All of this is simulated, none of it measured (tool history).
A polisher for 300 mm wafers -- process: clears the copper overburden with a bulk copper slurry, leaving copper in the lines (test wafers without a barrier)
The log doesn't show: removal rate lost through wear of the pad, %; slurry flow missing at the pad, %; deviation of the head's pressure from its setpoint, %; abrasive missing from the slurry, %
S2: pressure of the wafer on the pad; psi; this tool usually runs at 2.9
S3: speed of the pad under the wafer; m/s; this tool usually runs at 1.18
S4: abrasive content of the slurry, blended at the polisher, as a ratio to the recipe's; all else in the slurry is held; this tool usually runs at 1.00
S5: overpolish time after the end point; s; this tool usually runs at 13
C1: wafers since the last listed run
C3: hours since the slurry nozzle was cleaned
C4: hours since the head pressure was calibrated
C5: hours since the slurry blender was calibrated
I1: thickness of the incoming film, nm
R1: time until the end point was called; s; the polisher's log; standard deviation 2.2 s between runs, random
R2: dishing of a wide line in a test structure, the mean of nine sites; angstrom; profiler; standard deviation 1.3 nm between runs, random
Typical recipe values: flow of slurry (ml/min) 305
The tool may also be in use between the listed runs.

run 1 hour=0.0 | flow_of_slurry_(ml/min)=305 S2=2.9 S3=1.18 S4=1.00 S5=13 | C1=0 wafers_polished_on_this_pad=3645 C3=245.0 C4=379.1 C5=408.8 | I1=1148.0 | R1=131.0 R2=677
-- hour=22.1 worn pad replaced by a new one
-- hour=35.1 slurry blender recalibrated
run 2 hour=264.3 | flow_of_slurry_(ml/min)=305 S2=3.1 S3=1.18 S4=1.00 S5=13 | C1=2010 wafers_polished_on_this_pad=1869 C3=509.3 C4=643.4 C5=229.2 | I1=1133.2 | R1=114.6 R2=714
-- hour=304.6 slurry nozzle cleaned
run 3 hour=318.1 | flow_of_slurry_(ml/min)=305 S2=3.1 S3=1.18 S4=1.00 S5=13 | C1=410 wafers_polished_on_this_pad=2280 C3=13.5 C4=697.2 C5=283.0 | I1=1131.0 | R1=115.2 R2=702
run 4 hour=387.8 | flow_of_slurry_(ml/min)=305 S2=3.1 S3=1.18 S4=1.00 S5=13 | C1=542 wafers_polished_on_this_pad=2823 C3=83.2 C4=766.9 C5=352.7 | I1=1128.2 | R1=118.8 R2=704
run 5 hour=438.8 | flow_of_slurry_(ml/min)=305 S2=2.9 S3=1.18 S4=1.00 S5=13 | C1=396 wafers_polished_on_this_pad=3220 C3=134.2 C4=817.9 C5=403.7 | I1=1131.2 | R1=132.2 R2=631
-- hour=481.0 worn pad replaced by a new one
run 6 hour=485.4 | flow_of_slurry_(ml/min)=305 S2=2.9 S3=1.18 S4=1.00 S5=13 | C1=331 wafers_polished_on_this_pad=34 C3=180.8 C4=864.5 C5=450.3 | I1=1142.8 | R1=121.1 R2=714
-- hour=524.0 slurry blender recalibrated
run 7 hour=541.2 | flow_of_slurry_(ml/min)=305 S2=2.9 S3=1.18 S4=1.00 S5=13 | C1=418 wafers_polished_on_this_pad=453 C3=236.6 C4=920.3 C5=17.2 | I1=1148.4 | R1=122.0 R2=696
run 8 hour=579.8 | flow_of_slurry_(ml/min)=305 S2=2.9 S3=1.18 S4=1.00 S5=13 | C1=300 wafers_polished_on_this_pad=753 C3=275.2 C4=958.9 C5=55.8 | I1=1117.1 | R1=124.4 R2=681
run 9 hour=648.8 | flow_of_slurry_(ml/min)=305 S2=2.9 S3=1.18 S4=1.00 S5=13 | C1=537 wafers_polished_on_this_pad=1290 C3=344.2 C4=1027.9 C5=124.8 | I1=1136.6 | R1=119.5 R2=648
run 10 hour=738.3 | flow_of_slurry_(ml/min)=305 S2=2.9 S3=1.18 S4=1.00 S5=13 | C1=696 wafers_polished_on_this_pad=1987 C3=433.7 C4=1117.4 C5=214.3 | I1=1133.0 | R1=129.0 R2=650
-- hour=796.4 head pressure recalibrated
run 11 hour=879.9 | flow_of_slurry_(ml/min)=305 S2=2.9 S3=1.18 S4=1.00 S5=13 | C1=1086 wafers_polished_on_this_pad=3073 C3=575.3 C4=83.5 C5=355.9 | I1=1139.5 | R1=123.1 R2=680
-- hour=887.5 slurry nozzle cleaned
-- hour=962.1 slurry blender recalibrated
run 12 hour=971.4 | flow_of_slurry_(ml/min)=305 S2=2.9 S3=1.18 S4=1.00 S5=13 | C1=688 wafers_polished_on_this_pad=3762 C3=83.9 C4=175.0 C5=9.3 | I1=1133.6 | R1=125.8 R2=679
-- hour=1062.7 worn pad replaced by a new one
run 13 hour=1067.8 | flow_of_slurry_(ml/min)=335 S2=2.9 S3=1.00 S4=1.15 S5=17 | C1=719 wafers_polished_on_this_pad=39 C3=180.3 C4=271.4 C5=105.7 | I1=1118.0 | R1=120.1 R2=865

The next listed run, before its measurement:
run 14 hour=1149.1 | flow_of_slurry_(ml/min)=305 S2=2.9 S3=1.00 S4=1.00 S5=21 | C1=632 wafers_polished_on_this_pad=672 C3=261.6 C4=352.7 C5=187.0 | I1=1142.8 | R1=? R2=?

{"run 14": {"R1": 128.9, "R2": 940}}
With the hidden condition absent and the run-to-run variation left alone, this run would have shown R1 125.1 s, R2 958 angstrom.

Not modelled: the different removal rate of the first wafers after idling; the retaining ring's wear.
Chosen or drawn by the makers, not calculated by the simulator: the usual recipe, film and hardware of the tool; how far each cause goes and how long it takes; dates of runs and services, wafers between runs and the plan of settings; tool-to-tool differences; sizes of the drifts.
